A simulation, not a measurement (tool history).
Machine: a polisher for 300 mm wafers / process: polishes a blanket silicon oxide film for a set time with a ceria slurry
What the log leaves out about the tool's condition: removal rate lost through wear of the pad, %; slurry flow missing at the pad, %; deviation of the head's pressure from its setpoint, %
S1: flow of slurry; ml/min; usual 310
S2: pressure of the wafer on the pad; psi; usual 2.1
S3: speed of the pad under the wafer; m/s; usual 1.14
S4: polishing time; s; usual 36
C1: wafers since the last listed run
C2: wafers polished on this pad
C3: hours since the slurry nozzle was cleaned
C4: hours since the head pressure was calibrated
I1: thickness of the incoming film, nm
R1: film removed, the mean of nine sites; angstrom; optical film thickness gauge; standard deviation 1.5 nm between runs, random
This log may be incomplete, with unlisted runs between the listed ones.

| run | day | S1 | S2 | S3 | S4 | C1 | C2 | C3 | C4 | I1 | R1 |
|---|---|---|---|---|---|---|---|---|---|---|---|
| 1 | 0 | 310 | 2.4 | 1.14 | 36 | 0 | 2480 | 298.7 | 2.5 | 1737.2 | 1450 |
|  | 1.488 | worn pad replaced by a new one |
| 2 | 4.375 | 310 | 2.4 | 1.14 | 36 | 1097 | 752 | 403.7 | 107.5 | 1724.9 | 1428 |
| 3 | 6.533 | 310 | 2.4 | 1.14 | 36 | 562 | 1315 | 455.5 | 159.3 | 1747.7 | 1379 |
|  | 8.767 | slurry nozzle cleaned |
| 4 | 9.504 | 310 | 2.1 | 1.14 | 36 | 763 | 2079 | 17.7 | 230.6 | 1743.4 | 1227 |
|  | 11.983 | worn pad replaced by a new one |
| 5 | 12.325 | 310 | 2.1 | 1.14 | 36 | 692 | 88 | 85.4 | 298.3 | 1708.4 | 1213 |
| 6 | 15.662 | 310 | 2.1 | 1.14 | 36 | 870 | 959 | 165.5 | 378.4 | 1729.9 | 1202 |
| 7 | 20.562 | 310 | 2.1 | 1.14 | 41 | 1277 | 2236 | 283.1 | 496 | 1733.8 | 1347 |
|  | 22.183 | worn pad replaced by a new one |
| 8 | 22.429 | 310 | 2.1 | 1.14 | 36 | 443 | 63 | 327.9 | 540.8 | 1733 | 1163 |
| 9 | 24.446 | 310 | 2.1 | 1.14 | 36 | 525 | 589 | 376.3 | 589.2 | 1762.2 | 1171 |
| 10 | 28.217 | 310 | 2.1 | 1.14 | 42 | 983 | 1572 | 466.8 | 679.7 | 1747.2 | 1364 |
|  | 31.208 | slurry nozzle cleaned |
|  | 31.717 | worn pad replaced by a new one |
| 11 | 31.779 | 370 | 2.4 | 0.84 | 49 | 874 | 15 | 13.7 | 765.2 | 1728.6 | 1311 |
| 12 | 34.275 | 310 | 2.1 | 1.14 | 36 | 650 | 666 | 73.6 | 825.1 | 1749.7 | 1164 |
| 13 | 38.104 | 410 | 2.1 | 1 | 36 | 998 | 1665 | 165.5 | 917 | 1711.4 | 1028 |

Expected results for the next run?
|  | 40.246 | head pressure recalibrated |
| 14 | 41.975 | 310 | 2.1 | 1.14 | 36 | 987 | 2652 | 258.4 | 41.5 | 1718.5 | ? |

R1: 1268 angstrom
Had the tool carried no hidden state, the very same run would have given R1 1300 angstrom.
